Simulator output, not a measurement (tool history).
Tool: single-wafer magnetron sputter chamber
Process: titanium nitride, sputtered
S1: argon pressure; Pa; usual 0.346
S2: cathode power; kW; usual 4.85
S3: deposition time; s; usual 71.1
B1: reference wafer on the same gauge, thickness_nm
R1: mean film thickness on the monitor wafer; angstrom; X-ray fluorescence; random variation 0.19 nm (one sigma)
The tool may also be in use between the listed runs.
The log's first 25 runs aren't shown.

run	hour	S1	S2	S3	B1	R1
26	2280.7	0.346	5.55	71.1	73.464	754.22
# hour 2298: sputter target and shields replaced
27	2333.4	0.346	5.7	71.1	73.453	777.62
28	2438	0.346	4.85	71.1	73.57	657.3
29	2504.1	0.238	4.85	59.6	73.517	577.73
30	2544.3	0.474	4	82.9	73.457	601.52
31	2628.3	0.346	5.9	58.7	73.539	661.19
32	2719.7	0.346	4.85	71.1	73.429	658.17
33	2821.6	0.274	5.85	61.6	73.485	710.08
34	2889.6	0.346	4.85	66.8	73.55	620.12
35	2967	0.346	4.1	60.5	73.579	472.43
36	3005.4	0.432	5.95	64.4	73.521	704.18

Forecast each of these 3 alternatives for the next run:
A	3005.8	0.346	4.5	71.1	?	?
B	3005.8	0.231	4.55	62	?	?
C	3005.8	0.346	4.05	75.1	?	?

run	B1	R1
A	73.512	612.56
B	73.512	566.06
C	73.512	582.32
Without the tool's hidden state the same runs would have given:
run	R1
A	620.43
B	571
C	589.8
